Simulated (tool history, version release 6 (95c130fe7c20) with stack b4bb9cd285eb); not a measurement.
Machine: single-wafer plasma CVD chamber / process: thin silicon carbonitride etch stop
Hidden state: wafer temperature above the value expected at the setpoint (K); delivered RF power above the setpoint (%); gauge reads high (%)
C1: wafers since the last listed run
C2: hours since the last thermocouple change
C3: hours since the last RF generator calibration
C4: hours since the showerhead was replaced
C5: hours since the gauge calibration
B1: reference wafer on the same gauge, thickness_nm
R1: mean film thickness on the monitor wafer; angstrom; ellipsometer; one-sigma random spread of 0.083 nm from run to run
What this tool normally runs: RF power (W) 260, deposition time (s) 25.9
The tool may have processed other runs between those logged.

run 1 day=0 | RF_power_(W)=260 deposition_time_(s)=25.9 | C1=0 C2=1354.4 C3=876 C4=1016.3 C5=909 | B1=17.904 | R1=174.87
run 2 day=3.354 | RF_power_(W)=260 deposition_time_(s)=25.9 | C1=1496 C2=1434.9 C3=956.5 C4=1096.8 C5=989.5 | B1=17.918 | R1=173.56
run 3 day=5.442 | RF_power_(W)=260 deposition_time_(s)=25.9 | C1=931 C2=1485 C3=1006.6 C4=1146.9 C5=1039.6 | B1=17.898 | R1=174.47
run 4 day=8.242 | RF_power_(W)=220 deposition_time_(s)=25.9 | C1=1249 C2=1552.2 C3=1073.8 C4=1214.1 C5=1106.8 | B1=17.896 | R1=158.07
run 5 day=11.908 | RF_power_(W)=220 deposition_time_(s)=25.9 | C1=1635 C2=1640.2 C3=1161.8 C4=1302.1 C5=1194.8 | B1=17.9 | R1=158.85
run 6 day=24.662 | RF_power_(W)=260 deposition_time_(s)=25.9 | C1=5690 C2=1946.3 C3=1467.9 C4=1608.2 C5=1500.9 | B1=17.917 | R1=172.73
run 7 day=26.171 | RF_power_(W)=230 deposition_time_(s)=25.9 | C1=672 C2=1982.5 C3=1504.1 C4=1644.4 C5=1537.1 | B1=17.898 | R1=160.94
run 8 day=27.758 | RF_power_(W)=230 deposition_time_(s)=25.9 | C1=708 C2=2020.6 C3=1542.2 C4=1682.5 C5=1575.2 | B1=17.895 | R1=161.8
run 9 day=29.746 | RF_power_(W)=230 deposition_time_(s)=25.9 | C1=886 C2=2068.3 C3=1589.9 C4=1730.2 C5=1622.9 | B1=17.911 | R1=159.76
run 10 day=33.196 | RF_power_(W)=280 deposition_time_(s)=25.9 | C1=1539 C2=2151.1 C3=1672.7 C4=1813 C5=1705.7 | B1=17.897 | R1=175.95
run 11 day=35.362 | RF_power_(W)=280 deposition_time_(s)=25.9 | C1=966 C2=2203.1 C3=1724.7 C4=1865 C5=1757.7 | B1=17.896 | R1=176.42
run 12 day=39.354 | RF_power_(W)=260 deposition_time_(s)=25.9 | C1=1780 C2=2298.9 C3=1820.5 C4=1960.8 C5=1853.5 | B1=17.904 | R1=170.8
run 13 day=41.542 | RF_power_(W)=260 deposition_time_(s)=25.9 | C1=975 C2=2351.4 C3=1873 C4=2013.3 C5=1906 | B1=17.899 | R1=170.61
run 14 day=45.846 | RF_power_(W)=260 deposition_time_(s)=25.9 | C1=1920 C2=2454.7 C3=1976.3 C4=2116.6 C5=2009.3 | B1=17.911 | R1=169.74
-- day=47.483 gauge calibrated
run 15 day=49.904 | RF_power_(W)=260 deposition_time_(s)=25.9 | C1=1810 C2=2552.1 C3=2073.7 C4=2214 C5=58.1 | B1=17.919 | R1=170.67
run 16 day=53.983 | RF_power_(W)=260 deposition_time_(s)=21.6 | C1=1819 C2=2650 C3=2171.6 C4=2311.9 C5=156 | B1=17.888 | R1=141.94
run 17 day=57.971 | RF_power_(W)=260 deposition_time_(s)=25.9 | C1=1779 C2=2745.7 C3=2267.3 C4=2407.6 C5=251.7 | B1=17.905 | R1=170.75
-- day=58.508 RF generator calibrated
run 18 day=60.188 | RF_power_(W)=260 deposition_time_(s)=22.3 | C1=840 C2=2798.9 C3=40.3 C4=2460.8 C5=304.9 | B1=17.892 | R1=151.57
-- day=63.571 thermocouple changed; heater temperature recalibrated
run 19 day=63.746 | RF_power_(W)=220 deposition_time_(s)=21 | C1=1438 C2=4.2 C3=125.7 C4=2546.2 C5=390.3 | B1=17.898 | R1=129.46
run 20 day=68.238 | RF_power_(W)=235 deposition_time_(s)=25.9 | C1=2003 C2=112 C3=233.5 C4=2654 C5=498.1 | B1=17.899 | R1=163.86
run 21 day=71.979 | RF_power_(W)=260 deposition_time_(s)=28.1 | C1=1669 C2=201.8 C3=323.3 C4=2743.8 C5=587.9 | B1=17.878 | R1=190.46
-- day=72.504 showerhead replaced
run 22 day=85.204 | RF_power_(W)=245 deposition_time_(s)=22.5 | C1=5751 C2=519.2 C3=640.7 C4=304.8 C5=905.3 | B1=17.904 | R1=145.97
run 23 day=86.758 | RF_power_(W)=300 deposition_time_(s)=21.1 | C1=693 C2=556.5 C3=678 C4=342.1 C5=942.6 | B1=17.888 | R1=151.43
run 24 day=89.054 | RF_power_(W)=260 deposition_time_(s)=28.4 | C1=1024 C2=611.6 C3=733.1 C4=397.2 C5=997.7 | B1=17.898 | R1=190.34
run 25 day=91.338 | RF_power_(W)=260 deposition_time_(s)=25.9 | C1=1018 C2=666.4 C3=787.9 C4=452 C5=1052.5 | B1=17.896 | R1=172.05

List, for all runs, the conditions of the tool that the log does not record:
wafer temperature above the value expected at the setpoint (K): 0 on each run
gauge reads high (%): 0 on each run
H1: delivered RF power above the setpoint (%)
run=1 H1=-3.79
run=2 H1=-4.05
run=3 H1=-4.21
run=4 H1=-4.42
run=5 H1=-4.7
run=6 H1=-5.68
run=7 H1=-5.79
run=8 H1=-5.92
run=9 H1=-6.07
run=10 H1=-6.33
run=11 H1=-6.5
run=12 H1=-6.8
run=13 H1=-6.97
run=14 H1=-7.3
run=15 H1=-7.61
run=16 H1=-7.92
run=17 H1=-8.23
run=18 H1=-1.75
run=19 H1=-2.02
run=20 H1=-2.36
run=21 H1=-2.65
run=22 H1=-3.66
run=23 H1=-3.78
run=24 H1=-3.96
run=25 H1=-4.13
